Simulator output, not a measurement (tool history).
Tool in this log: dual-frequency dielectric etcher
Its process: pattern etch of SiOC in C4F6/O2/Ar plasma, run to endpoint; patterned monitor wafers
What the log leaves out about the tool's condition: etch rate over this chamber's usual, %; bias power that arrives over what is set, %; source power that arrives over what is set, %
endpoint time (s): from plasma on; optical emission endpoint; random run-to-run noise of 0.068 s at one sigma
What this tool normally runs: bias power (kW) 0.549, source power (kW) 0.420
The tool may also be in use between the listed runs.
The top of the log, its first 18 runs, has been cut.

run	day	bias power (kW)	source power (kW)	wafers since the last listed run	hours since the last wet clean	hours since the last bias power generator calibration	hours since the last source power generator calibration	hours since the last upper electrode change	incoming incoming film thickness, nm	endpoint time (s)
19	69.071	0.425	0.490	1205	202.3	118.8	171.2	1339.4	30.55	9.7
20	72.846	0.618	0.450	1494	292.9	209.4	261.8	1430.0	30.42	8.9
21	75.700	0.549	0.480	1130	361.4	277.9	330.3	1498.5	31.08	9.1
22	77.229	0.549	0.420	605	398.1	314.6	367.0	1535.2	30.54	9.5
23	79.554	0.443	0.470	920	453.9	370.4	422.8	1591.0	30.62	9.6
24	85.125	0.642	0.420	2205	587.6	504.1	556.5	1724.7	30.99	9.0
25	87.654	0.549	0.420	1001	648.3	564.8	617.2	1785.4	30.74	9.4
# day 90.992: wet clean of the chamber
26	91.012	0.549	0.420	933	0.5	645.4	697.8	1866.0	30.45	9.4
27	93.400	0.428	0.420	945	57.8	702.7	755.1	1923.3	30.51	10.3
28	95.979	0.475	0.460	1021	119.7	764.6	817.0	1985.2	30.36	9.5
29	99.921	0.549	0.480	1560	214.3	859.2	911.6	2079.8	30.90	9.1
30	103.004	0.418	0.340	1220	288.3	933.2	985.6	2153.8	31.01	11.3
31	105.800	0.604	0.500	1106	355.4	1000.3	1052.7	2220.9	30.63	8.7
32	109.912	0.464	0.490	1628	454.1	1099.0	1151.4	2319.6	30.67	9.3
33	111.946	0.435	0.350	805	502.9	1147.8	1200.2	2368.4	30.69	10.9
34	114.092	0.453	0.420	849	554.4	1199.3	1251.7	2419.9	30.41	9.9
35	122.188	0.606	0.480	3205	748.7	1393.6	1446.0	2614.2	30.71	8.7
36	125.646	0.549	0.420	1369	831.7	1476.6	1529.0	2697.2	30.44	9.3

Alternative continuations, all from the tool just after run 36; predict every row:
A	125.662	0.666	0.420	6	832.1	1477.0	1529.4	2697.6	30.50	?
B	125.662	0.622	0.420	6	832.1	1477.0	1529.4	2697.6	30.50	?
C	125.662	0.669	0.500	6	832.1	1477.0	1529.4	2697.6	30.50	?

run	endpoint time (s)
A	8.6
B	8.8
C	8.1
Take away the tool's hidden state, keep each run's random variation, and the runs would have read:
run	endpoint time (s)
A	8.8
B	9.0
C	8.3
